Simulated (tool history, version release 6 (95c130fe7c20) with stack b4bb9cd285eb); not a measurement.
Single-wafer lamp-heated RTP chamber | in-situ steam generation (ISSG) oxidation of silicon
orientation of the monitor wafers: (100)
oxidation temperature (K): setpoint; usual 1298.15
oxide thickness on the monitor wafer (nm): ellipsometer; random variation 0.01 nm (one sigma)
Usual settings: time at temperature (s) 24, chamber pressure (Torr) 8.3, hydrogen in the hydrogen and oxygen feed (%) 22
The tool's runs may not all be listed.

run    hour  oxidation temperature (K)  time at temperature (s)  chamber pressure (Torr)  hydrogen in the hydrogen and oxygen feed (%)  read-back reference wafer on the same gauge, thickness  oxide thickness on the monitor wafer (nm)
  1     0.0                    1298.15                       24                      8.3                                            22                                                   6.799                                      6.892
  2    42.0                    1298.15                       20                      8.3                                            22                                                   6.799                                      6.189
  3    94.9                    1298.15                       20                      8.3                                            22                                                   6.799                                      6.219
  4   127.6                    1298.15                       20                      8.3                                            22                                                   6.799                                      6.224
  5   175.7                    1298.15                       24                      8.3                                            22                                                   6.799                                      6.844
  6   202.0                    1298.15                       24                      8.3                                            22                                                   6.798                                      6.853
  7   323.4                    1309.15                       24                      8.3                                            22                                                   6.803                                      7.206
  8   349.4                    1309.15                       24                      8.3                                            22                                                   6.797                                      7.239
  9   439.0                    1309.15                       24                      8.3                                            22                                                   6.803                                      7.266
 10   588.7                    1305.15                       24                      8.3                                            26                                                   6.798                                      7.363
 11   648.5                    1298.15                       24                      8.3                                            22                                                   6.805                                      6.849
 12   677.8                    1298.15                       24                      9.2                                            14                                                   6.798                                      6.180
 13   707.8                    1298.15                       24                      8.3                                            22                                                   6.799                                      6.877
 14   763.0                    1298.15                       24                      8.3                                            26                                                   6.800                                      7.188
 15   832.1                    1279.15                       24                      8.3                                            22                                                   6.800                                      6.228
 16   895.1                    1298.15                       24                      9.2                                            22                                                   6.797                                      6.784
 17   951.2                    1298.15                       24                      8.3                                            22                                                   6.801                                      6.878
 18  1101.3                    1308.15                       33                      7.6                                            22                                                   6.802                                      8.484
 19  1144.0                    1284.15                       24                      8.3                                            29                                                   6.801                                      6.814
 20  1175.6                    1298.15                       24                      8.3                                            22                                                   6.802                                      6.843
 21  1229.9                    1298.15                       24                      8.3                                            22                                                   6.799                                      6.847
 22  1273.0                    1312.15                       24                      8.3                                            22                                                   6.802                                      7.292
 23  1330.0                    1298.15                       24                      8.3                                            22                                                   6.800                                      6.818

Not shown: 9 entries that the log had between the listed runs. Between which runs, and how does the tool's hidden state differ before and after?
Between runs 1 and 2: pyrometer window cleaned and pyrometer calibrated (hour 28.0)
  true wafer temperature minus pyrometer reading, K: 3.34 -> 0.217
  measured less the result without the state, oxide thickness on the monitor wafer (nm): +0.114 -> +0.007
Between runs 6 and 7: pyrometer window cleaned and pyrometer calibrated (hour 282.2)
  true wafer temperature minus pyrometer reading, K: 2.29 -> 1.29
  measured less the result without the state, oxide thickness on the monitor wafer (nm): +0.078 -> +0.048
Between runs 9 and 10: pyrometer window cleaned and pyrometer calibrated (hour 515.0)
  true wafer temperature minus pyrometer reading, K: 2.78 -> 1.57
  measured less the result without the state, oxide thickness on the monitor wafer (nm): +0.106 -> +0.059
Between runs 10 and 11: pressure gauge zeroed (hour 648.0)
  true wafer temperature minus pyrometer reading, K: 1.57 -> 2.35
  measured less the result without the state, oxide thickness on the monitor wafer (nm): +0.059 -> +0.079
Between runs 14 and 15: pyrometer window cleaned and pyrometer calibrated (hour 792.3)
  true wafer temperature minus pyrometer reading, K: 3.83 -> 0.822
  measured less the result without the state, oxide thickness on the monitor wafer (nm): +0.136 -> +0.023
Between runs 15 and 16: hydrogen flow controller replaced (hour 870.7)
  true wafer temperature minus pyrometer reading, K: 0.822 -> 1.64
  measured less the result without the state, oxide thickness on the monitor wafer (nm): +0.023 -> +0.055
Between runs 17 and 18: pyrometer window cleaned and pyrometer calibrated (hour 1046.3); gauge calibrated (hour 1049.3)
  true wafer temperature minus pyrometer reading, K: 2.36 -> 0.874
  measured less the result without the state, oxide thickness on the monitor wafer (nm): +0.080 -> +0.041
Between runs 21 and 22: pyrometer window cleaned and pyrometer calibrated (hour 1272.5)
  true wafer temperature minus pyrometer reading, K: 2.54 -> 0.279
  measured less the result without the state, oxide thickness on the monitor wafer (nm): +0.086 -> +0.011
